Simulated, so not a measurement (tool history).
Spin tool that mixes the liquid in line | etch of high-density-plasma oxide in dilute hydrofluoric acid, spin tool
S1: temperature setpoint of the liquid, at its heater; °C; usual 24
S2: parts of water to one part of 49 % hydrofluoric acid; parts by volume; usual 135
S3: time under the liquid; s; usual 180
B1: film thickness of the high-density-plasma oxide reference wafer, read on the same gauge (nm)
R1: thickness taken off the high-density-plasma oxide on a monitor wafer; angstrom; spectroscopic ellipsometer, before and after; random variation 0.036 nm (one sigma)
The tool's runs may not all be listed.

| run | hour | S1 | S2 | S3 | B1 | R1 |
|---|---|---|---|---|---|---|
| 1 | 0 | 24 | 135 | 180 | 149.97 | 63.5 |
| 2 | 25.9 | 24 | 135 | 180 | 149.94 | 64 |
| 3 | 65.7 | 24 | 135 | 180 | 150.03 | 62.8 |
| 4 | 114.2 | 24 | 135 | 180 | 149.99 | 63.1 |
| 5 | 164 | 24 | 135 | 180 | 149.97 | 62.8 |
| 6 | 231 | 24 | 135 | 180 | 150 | 62.7 |
| 7 | 280.4 | 24 | 135 | 180 | 150.02 | 62.2 |
| 8 | 347.1 | 24 | 135 | 180 | 149.95 | 62.1 |
| 9 | 382.6 | 24 | 135 | 180 | 149.99 | 62.3 |
| 10 | 453 | 24 | 135 | 180 | 149.93 | 62.2 |
| 11 | 504.2 | 24 | 135 | 95 | 150 | 32.6 |
| 12 | 560.8 | 24 | 135 | 95 | 149.98 | 32.5 |
| 13 | 602.1 | 24 | 135 | 180 | 149.97 | 61.6 |
| 14 | 655.5 | 24 | 135 | 180 | 150.05 | 61.5 |
| 15 | 746.1 | 24 | 135 | 180 | 150.04 | 61 |
| 16 | 805.9 | 24 | 100 | 180 | 150.05 | 85 |
| 17 | 841.7 | 24 | 135 | 180 | 149.96 | 60.8 |
| 18 | 871.8 | 24 | 135 | 180 | 150.02 | 60.4 |
| 19 | 899.1 | 21.5 | 135 | 180 | 150 | 55.3 |
|  | 908 | hydrofluoric acid flow meter replaced |
| 20 | 945.9 | 24 | 195 | 130 | 149.96 | 28.6 |
| 21 | 978.1 | 24 | 135 | 180 | 149.97 | 60.2 |
| 22 | 1005.3 | 20.5 | 160 | 225 | 150.05 | 54.1 |
|  | 1034.6 | gauge calibrated |
|  | 1046 | thermometer replaced |
| 23 | 1066.3 | 24 | 135 | 180 | 150.01 | 64.2 |
| 24 | 1135.2 | 28.5 | 110 | 180 | 149.96 | 95.6 |
| 25 | 1168.9 | 25.5 | 100 | 180 | 149.97 | 95.6 |
| 26 | 1197.8 | 22.5 | 200 | 265 | 150.01 | 55 |
| 27 | 1258.9 | 26.5 | 165 | 280 | 150.02 | 85.7 |
| 28 | 1314.1 | 21.5 | 115 | 105 | 150 | 40 |
| 29 | 1363.1 | 24 | 115 | 180 | 149.99 | 76.4 |
| 30 | 1434.6 | 26 | 135 | 280 | 149.94 | 105.5 |
| 31 | 1474.5 | 24 | 135 | 180 | 149.98 | 62.2 |
| 32 | 1501.4 | 27 | 135 | 210 | 150.02 | 81.9 |
| 33 | 1564.7 | 29 | 65 | 285 | 149.98 | 273.2 |

Forecast each of these 3 alternatives for the next run:
| A | 1565.2 | 24 | 135 | 280 | ? | ? |
| B | 1565.2 | 28.5 | 200 | 130 | ? | ? |
| C | 1565.2 | 24 | 115 | 130 | ? | ? |

| run | B1 | R1 |
|---|---|---|
| A | 150.01 | 97.9 |
| B | 150.01 | 33.7 |
| C | 150.01 | 54.6 |
Without the tool's hidden state the same runs would have given:
| run | R1 |
|---|---|
| A | 101.1 |
| B | 34.6 |
| C | 56.4 |
